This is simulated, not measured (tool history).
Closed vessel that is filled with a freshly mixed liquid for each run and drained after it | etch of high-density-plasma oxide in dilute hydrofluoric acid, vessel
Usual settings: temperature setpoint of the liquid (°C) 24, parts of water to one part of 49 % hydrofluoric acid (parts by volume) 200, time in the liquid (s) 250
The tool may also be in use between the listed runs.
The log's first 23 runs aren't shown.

run   hour  temperature setpoint of the liquid (°C)  parts of water to one part of 49 % hydrofluoric acid (parts by volume)  time in the liquid (s)  read-back film thickness of the high-density-plasma oxide reference wafer, read on the same gauge (nm)  thickness taken off the high-density-plasma oxide on a monitor wafer (nm)
 24  521.4                                     27.5                                                                     200                     250                                                                                                  119.93                                                                       7.35
 25  552.3                                       22                                                                     200                     335                                                                                                  119.95                                                                       8.09
     578.6  -- hydrofluoric acid flow meter replaced
 26  581.1                                       24                                                                     200                     250                                                                                                  119.99                                                                       6.53
 27  606.9                                       24                                                                     125                     250                                                                                                  120.06                                                                      11.25
 28  640.6                                       24                                                                     200                     290                                                                                                  120.12                                                                       7.59
 29  658.9                                       27                                                                     200                     250                                                                                                  120.24                                                                       7.24
 30  676.6                                       24                                                                     200                     250                                                                                                  120.24                                                                       6.47
 31  707.1                                       24                                                                     200                     250                                                                                                  120.32                                                                        6.5
 32    735                                       24                                                                     140                     250                                                                                                  120.45                                                                       9.84
 33  770.9                                       21                                                                     250                     155                                                                                                  120.59                                                                       2.77

Forecast each of these 3 alternatives for the next run:
  A  771.6                                       24                                                                     120                     250                                                                                                       ?                                                                          ?
  B  771.6                                       26                                                                     150                     350                                                                                                       ?                                                                          ?
  C  771.6                                     26.5                                                                     130                     375                                                                                                       ?                                                                          ?

run  read-back film thickness of the high-density-plasma oxide reference wafer, read on the same gauge (nm)  thickness taken off the high-density-plasma oxide on a monitor wafer (nm)
  A                                                                                                  120.57                                                                      11.87
  B                                                                                                  120.57                                                                      13.84
  C                                                                                                  120.57                                                                      17.87
Without the tool's hidden state the same runs would have given:
run  thickness taken off the high-density-plasma oxide on a monitor wafer (nm)
  A                                                                      11.81
  B                                                                      13.78
  C                                                                      17.78

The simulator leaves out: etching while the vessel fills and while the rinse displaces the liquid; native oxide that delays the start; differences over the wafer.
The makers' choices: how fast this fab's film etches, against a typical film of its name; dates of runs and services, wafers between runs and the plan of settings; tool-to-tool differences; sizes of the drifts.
